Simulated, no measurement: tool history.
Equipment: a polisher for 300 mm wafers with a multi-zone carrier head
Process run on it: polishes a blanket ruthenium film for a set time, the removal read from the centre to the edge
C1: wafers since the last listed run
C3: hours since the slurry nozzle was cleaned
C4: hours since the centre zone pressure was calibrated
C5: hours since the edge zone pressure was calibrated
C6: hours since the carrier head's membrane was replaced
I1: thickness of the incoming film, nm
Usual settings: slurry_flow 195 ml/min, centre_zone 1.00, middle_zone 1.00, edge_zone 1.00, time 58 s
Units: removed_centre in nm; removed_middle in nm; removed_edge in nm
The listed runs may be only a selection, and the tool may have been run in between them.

{"run": 1, "hour": 0.0, "slurry_flow": 150, "centre_zone": 1.0, "middle_zone": 0.93, "edge_zone": 1.0, "time": 58, "C1": 0, "wafers polished on this pad": 221, "C3": 418.6, "C4": 602.3, "C5": 434.5, "C6": 488.0, "I1": 542.2, "removed_centre": 48.1, "removed_middle": 47.6, "removed_edge": 51.4}
{"run": 2, "hour": 30.8, "slurry_flow": 150, "centre_zone": 1.0, "middle_zone": 0.93, "edge_zone": 1.0, "time": 58, "C1": 363, "wafers polished on this pad": 585, "C3": 449.4, "C4": 633.1, "C5": 465.3, "C6": 518.8, "I1": 557.9, "removed_centre": 48.0, "removed_middle": 46.8, "removed_edge": 50.8}
{"run": 3, "hour": 55.7, "slurry_flow": 195, "centre_zone": 1.0, "middle_zone": 1.0, "edge_zone": 0.93, "time": 74, "C1": 294, "wafers polished on this pad": 879, "C3": 474.3, "C4": 658.0, "C5": 490.2, "C6": 543.7, "I1": 556.3, "removed_centre": 65.1, "removed_middle": 65.8, "removed_edge": 65.7}
{"run": 4, "hour": 98.8, "slurry_flow": 195, "centre_zone": 1.0, "middle_zone": 1.0, "edge_zone": 1.0, "time": 64, "C1": 508, "wafers polished on this pad": 1388, "C3": 517.4, "C4": 701.1, "C5": 533.3, "C6": 586.8, "I1": 549.2, "removed_centre": 56.0, "removed_middle": 57.0, "removed_edge": 58.6}
{"run": 5, "hour": 127.1, "slurry_flow": 195, "centre_zone": 1.0, "middle_zone": 1.0, "edge_zone": 1.0, "time": 64, "C1": 334, "wafers polished on this pad": 1722, "C3": 545.7, "C4": 729.4, "C5": 561.6, "C6": 615.1, "I1": 555.0, "removed_centre": 56.5, "removed_middle": 57.4, "removed_edge": 59.1}
{"run": 6, "hour": 156.9, "slurry_flow": 195, "centre_zone": 1.0, "middle_zone": 1.0, "edge_zone": 1.0, "time": 58, "C1": 351, "wafers polished on this pad": 2074, "C3": 575.5, "C4": 759.2, "C5": 591.4, "C6": 644.9, "I1": 544.3, "removed_centre": 50.8, "removed_middle": 51.6, "removed_edge": 53.3}
{"hour": 176.5, "done": "centre zone pressure recalibrated"}
{"run": 7, "hour": 225.9, "slurry_flow": 195, "centre_zone": 1.0, "middle_zone": 1.0, "edge_zone": 1.0, "time": 58, "C1": 791, "wafers polished on this pad": 2866, "C3": 644.5, "C4": 49.4, "C5": 660.4, "C6": 713.9, "I1": 543.6, "removed_centre": 51.4, "removed_middle": 52.3, "removed_edge": 53.3}
{"hour": 237.4, "done": "worn pad replaced by a new one"}
{"run": 8, "hour": 252.8, "slurry_flow": 195, "centre_zone": 1.0, "middle_zone": 1.03, "edge_zone": 1.0, "time": 58, "C1": 270, "wafers polished on this pad": 181, "C3": 671.4, "C4": 76.3, "C5": 687.3, "C6": 740.8, "I1": 547.6, "removed_centre": 50.5, "removed_middle": 53.7, "removed_edge": 52.5}
{"hour": 265.0, "done": "edge zone pressure recalibrated"}
{"run": 9, "hour": 282.6, "slurry_flow": 245, "centre_zone": 1.1, "middle_zone": 1.0, "edge_zone": 0.93, "time": 58, "C1": 328, "wafers polished on this pad": 509, "C3": 701.2, "C4": 106.1, "C5": 17.6, "C6": 770.6, "I1": 549.4, "removed_centre": 58.1, "removed_middle": 54.2, "removed_edge": 51.5}
{"hour": 347.5, "done": "slurry nozzle cleaned"}
{"hour": 456.0, "done": "carrier head's membrane replaced by a new one"}
{"run": 10, "hour": 462.7, "slurry_flow": 195, "centre_zone": 1.0, "middle_zone": 0.95, "edge_zone": 1.0, "time": 73, "C1": 2056, "wafers polished on this pad": 2565, "C3": 115.2, "C4": 286.2, "C5": 197.7, "C6": 6.7, "I1": 561.8, "removed_centre": 64.3, "removed_middle": 63.1, "removed_edge": 67.0}
{"run": 11, "hour": 489.9, "slurry_flow": 130, "centre_zone": 1.0, "middle_zone": 0.91, "edge_zone": 1.0, "time": 51, "C1": 321, "wafers polished on this pad": 2886, "C3": 142.4, "C4": 313.4, "C5": 224.9, "C6": 33.9, "I1": 549.8, "removed_centre": 40.8, "removed_middle": 39.5, "removed_edge": 44.3}
{"hour": 528.8, "done": "worn pad replaced by a new one"}
{"run": 12, "hour": 540.2, "slurry_flow": 195, "centre_zone": 0.92, "middle_zone": 1.11, "edge_zone": 1.0, "time": 39, "C1": 546, "wafers polished on this pad": 135, "C3": 192.7, "C4": 363.7, "C5": 275.2, "C6": 84.2, "I1": 542.9, "removed_centre": 31.3, "removed_middle": 37.5, "removed_edge": 35.2}
{"run": 13, "hour": 588.9, "slurry_flow": 195, "centre_zone": 1.0, "middle_zone": 1.0, "edge_zone": 1.0, "time": 58, "C1": 575, "wafers polished on this pad": 710, "C3": 241.4, "C4": 412.4, "C5": 323.9, "C6": 132.9, "I1": 549.8, "removed_centre": 51.1, "removed_middle": 51.9, "removed_edge": 52.9}
{"run": 14, "hour": 633.0, "slurry_flow": 195, "centre_zone": 1.0, "middle_zone": 1.0, "edge_zone": 1.0, "time": 58, "C1": 520, "wafers polished on this pad": 1231, "C3": 285.5, "C4": 456.5, "C5": 368.0, "C6": 177.0, "I1": 555.7, "removed_centre": 50.9, "removed_middle": 51.8, "removed_edge": 51.9}
{"run": 15, "hour": 660.3, "slurry_flow": 175, "centre_zone": 1.0, "middle_zone": 1.0, "edge_zone": 1.0, "time": 58, "C1": 322, "wafers polished on this pad": 1553, "C3": 312.8, "C4": 483.8, "C5": 395.3, "C6": 204.3, "I1": 562.6, "removed_centre": 49.7, "removed_middle": 51.1, "removed_edge": 53.2}
{"run": 16, "hour": 706.0, "slurry_flow": 195, "centre_zone": 1.0, "middle_zone": 0.92, "edge_zone": 1.1, "time": 58, "C1": 539, "wafers polished on this pad": 2093, "C3": 358.5, "C4": 529.5, "C5": 441.0, "C6": 250.0, "I1": 539.6, "removed_centre": 51.2, "removed_middle": 49.9, "removed_edge": 55.5}
{"run": 17, "hour": 733.2, "slurry_flow": 255, "centre_zone": 1.0, "middle_zone": 1.0, "edge_zone": 1.0, "time": 58, "C1": 321, "wafers polished on this pad": 2414, "C3": 385.7, "C4": 556.7, "C5": 468.2, "C6": 277.2, "I1": 553.7, "removed_centre": 52.8, "removed_middle": 53.5, "removed_edge": 53.8}
{"run": 18, "hour": 772.9, "slurry_flow": 195, "centre_zone": 1.12, "middle_zone": 1.0, "edge_zone": 1.0, "time": 58, "C1": 468, "wafers polished on this pad": 2883, "C3": 425.4, "C4": 596.4, "C5": 507.9, "C6": 316.9, "I1": 552.2, "removed_centre": 56.8, "removed_middle": 52.0, "removed_edge": 52.3}
{"hour": 813.5, "done": "worn pad replaced by a new one"}
{"run": 19, "hour": 817.0, "slurry_flow": 195, "centre_zone": 0.92, "middle_zone": 1.11, "edge_zone": 1.0, "time": 39, "C1": 473, "wafers polished on this pad": 41, "C3": 469.5, "C4": 640.5, "C5": 552.0, "C6": 361.0, "I1": 558.4, "removed_centre": 31.3, "removed_middle": 37.0, "removed_edge": 35.7}
{"run": 20, "hour": 848.2, "slurry_flow": 195, "centre_zone": 1.04, "middle_zone": 1.0, "edge_zone": 1.0, "time": 58, "C1": 368, "wafers polished on this pad": 409, "C3": 500.7, "C4": 671.7, "C5": 583.2, "C6": 392.2, "I1": 551.2, "removed_centre": 52.7, "removed_middle": 52.0, "removed_edge": 52.7}
{"run": 21, "hour": 905.1, "slurry_flow": 195, "centre_zone": 1.0, "middle_zone": 1.0, "edge_zone": 1.0, "time": 58, "C1": 671, "wafers polished on this pad": 1081, "C3": 557.6, "C4": 728.6, "C5": 640.1, "C6": 449.1, "I1": 550.0, "removed_centre": 51.4, "removed_middle": 51.9, "removed_edge": 52.8}
{"run": 22, "hour": 975.5, "slurry_flow": 195, "centre_zone": 1.0, "middle_zone": 0.95, "edge_zone": 1.0, "time": 73, "C1": 831, "wafers polished on this pad": 1912, "C3": 628.0, "C4": 799.0, "C5": 710.5, "C6": 519.5, "I1": 551.3, "removed_centre": 64.3, "removed_middle": 63.6, "removed_edge": 66.6}
{"hour": 1019.9, "done": "edge zone pressure recalibrated"}
{"run": 23, "hour": 1039.0, "slurry_flow": 195, "centre_zone": 1.0, "middle_zone": 1.0, "edge_zone": 0.97, "time": 58, "C1": 726, "wafers polished on this pad": 2639, "C3": 691.5, "C4": 862.5, "C5": 19.1, "C6": 583.0, "I1": 550.9, "removed_centre": 50.3, "removed_middle": 52.3, "removed_edge": 51.7}

Hidden state at the last listed run before each entry between runs and at the first one after, where it differs:
Run 6 -> run 7: centre zone pressure recalibrated (hour 176.5)
  the hidden state is the same at both runs
Run 7 -> run 8: worn pad replaced by a new one (hour 237.4)
  the hidden state is the same at both runs
Run 8 -> run 9: edge zone pressure recalibrated (hour 265.0)
  the hidden state is the same at both runs
Run 9 -> run 10: slurry nozzle cleaned (hour 347.5); carrier head's membrane replaced by a new one (hour 456.0)
  the hidden state is the same at both runs
Run 11 -> run 12: worn pad replaced by a new one (hour 528.8)
  the hidden state is the same at both runs
Run 18 -> run 19: worn pad replaced by a new one (hour 813.5)
  the hidden state is the same at both runs
Run 22 -> run 23: edge zone pressure recalibrated (hour 1019.9)
  the hidden state is the same at both runs

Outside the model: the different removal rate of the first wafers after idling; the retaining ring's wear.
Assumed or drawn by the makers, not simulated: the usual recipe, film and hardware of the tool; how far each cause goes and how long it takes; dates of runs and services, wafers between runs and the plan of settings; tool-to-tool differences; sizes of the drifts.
